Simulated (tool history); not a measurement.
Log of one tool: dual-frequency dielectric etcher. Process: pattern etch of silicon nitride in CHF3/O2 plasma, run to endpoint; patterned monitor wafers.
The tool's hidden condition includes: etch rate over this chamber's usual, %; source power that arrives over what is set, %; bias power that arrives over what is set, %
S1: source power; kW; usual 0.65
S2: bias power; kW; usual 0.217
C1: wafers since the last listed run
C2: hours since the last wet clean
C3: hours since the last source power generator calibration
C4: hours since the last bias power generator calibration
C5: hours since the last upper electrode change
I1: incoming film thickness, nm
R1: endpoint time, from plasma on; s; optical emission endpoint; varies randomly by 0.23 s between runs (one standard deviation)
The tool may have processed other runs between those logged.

| run | day | S1 | S2 | C1 | C2 | C3 | C4 | C5 | I1 | R1 |
|---|---|---|---|---|---|---|---|---|---|---|
| 1 | 0 | 0.65 | 0.217 | 0 | 147.2 | 4288.9 | 3113.1 | 4599.2 | 95.9 | 61.4 |
| 2 | 0.938 | 0.65 | 0.217 | 325 | 169.7 | 4311.4 | 3135.6 | 4621.7 | 95.6 | 61.5 |
| 3 | 3.321 | 0.57 | 0.241 | 826 | 226.9 | 4368.6 | 3192.8 | 4678.9 | 96.6 | 64.3 |
| 4 | 4.554 | 0.57 | 0.241 | 427 | 256.5 | 4398.2 | 3222.4 | 4708.5 | 96 | 63.8 |
| 5 | 5.338 | 0.57 | 0.241 | 271 | 275.3 | 4417 | 3241.2 | 4727.3 | 95.7 | 63.4 |
| 6 | 6.783 | 0.65 | 0.217 | 501 | 310 | 4451.7 | 3275.9 | 4762 | 96.2 | 61.4 |
| 7 | 8.242 | 0.65 | 0.2 | 505 | 345 | 4486.7 | 3310.9 | 4797 | 96.3 | 63.2 |
| 8 | 9.371 | 0.65 | 0.2 | 391 | 372.1 | 4513.8 | 3338 | 4824.1 | 96.1 | 63.1 |
| 9 | 9.917 | 0.65 | 0.19 | 189 | 385.2 | 4526.9 | 3351.1 | 4837.2 | 97.4 | 65.2 |
| 10 | 10.683 | 0.65 | 0.19 | 265 | 403.6 | 4545.3 | 3369.5 | 4855.6 | 96.4 | 64.3 |
| 11 | 11.892 | 0.65 | 0.217 | 419 | 432.6 | 4574.3 | 3398.5 | 4884.6 | 95.6 | 61.8 |
| 12 | 12.612 | 0.65 | 0.217 | 250 | 449.9 | 4591.6 | 3415.8 | 4901.9 | 94.9 | 61.3 |
| 13 | 14.1 | 0.65 | 0.217 | 516 | 485.6 | 4627.3 | 3451.5 | 4937.6 | 96.1 | 62.2 |
|  | 14.942 | source power generator calibrated |
| 14 | 15.392 | 0.65 | 0.217 | 390 | 516.6 | 10.8 | 3482.5 | 4968.6 | 95.4 | 61.7 |
|  | 15.7 | bias power generator calibrated |
| 15 | 16.008 | 0.65 | 0.2 | 156 | 531.4 | 25.6 | 7.4 | 4983.4 | 96.4 | 63.5 |
| 16 | 17.45 | 0.65 | 0.217 | 500 | 566 | 60.2 | 42 | 5018 | 96 | 61.8 |

Run 17 comes next. What will it give?
| 17 | 18.038 | 0.78 | 0.217 | 203 | 580.1 | 74.3 | 56.1 | 5032.1 | 96 | ? |

Logged for run 17: R1 57.3 s.
On a tool with no hidden condition, and with the same random variation, this run would have come out at R1 56.4 s.
